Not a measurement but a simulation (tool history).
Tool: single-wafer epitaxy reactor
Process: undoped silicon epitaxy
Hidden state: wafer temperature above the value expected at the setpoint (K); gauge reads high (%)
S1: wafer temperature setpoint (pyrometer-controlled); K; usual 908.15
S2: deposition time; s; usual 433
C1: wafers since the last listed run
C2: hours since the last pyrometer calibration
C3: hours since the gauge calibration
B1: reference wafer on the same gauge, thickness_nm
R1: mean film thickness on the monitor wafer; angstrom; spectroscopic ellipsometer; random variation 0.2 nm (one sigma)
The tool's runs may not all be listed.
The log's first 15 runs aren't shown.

run 16 hour=396.9 | S1=908.15 S2=433 | C1=156 C2=2281.4 C3=838.7 | B1=50.309 | R1=518.98
run 17 hour=427.5 | S1=908.15 S2=433 | C1=171 C2=2312.0 C3=869.3 | B1=50.387 | R1=523.14
run 18 hour=449.9 | S1=908.15 S2=433 | C1=125 C2=2334.4 C3=891.7 | B1=50.424 | R1=522.61
run 19 hour=462.5 | S1=898.15 S2=391 | C1=70 C2=2347.0 C3=904.3 | B1=50.501 | R1=363.58
run 20 hour=483.0 | S1=908.15 S2=433 | C1=114 C2=2367.5 C3=924.8 | B1=50.532 | R1=523.70
-- hour=490.0 gauge calibrated
run 21 hour=515.2 | S1=913.15 S2=504 | C1=180 C2=2399.7 C3=25.2 | B1=49.714 | R1=687.98
run 22 hour=540.2 | S1=908.15 S2=372 | C1=139 C2=2424.7 C3=50.2 | B1=49.637 | R1=445.03
run 23 hour=564.1 | S1=908.15 S2=433 | C1=133 C2=2448.6 C3=74.1 | B1=49.773 | R1=519.13
run 24 hour=596.1 | S1=901.15 S2=410 | C1=179 C2=2480.6 C3=106.1 | B1=49.784 | R1=408.97

Forecast run 25:
run 25 hour=631.3 | S1=908.15 S2=433 | C1=197 C2=2515.8 C3=141.3 | B1=? | R1=?

Run 25 gave B1 49.803, R1 516.85 angstrom.
Without the tool's hidden state the same run would have given R1 514.43 angstrom.
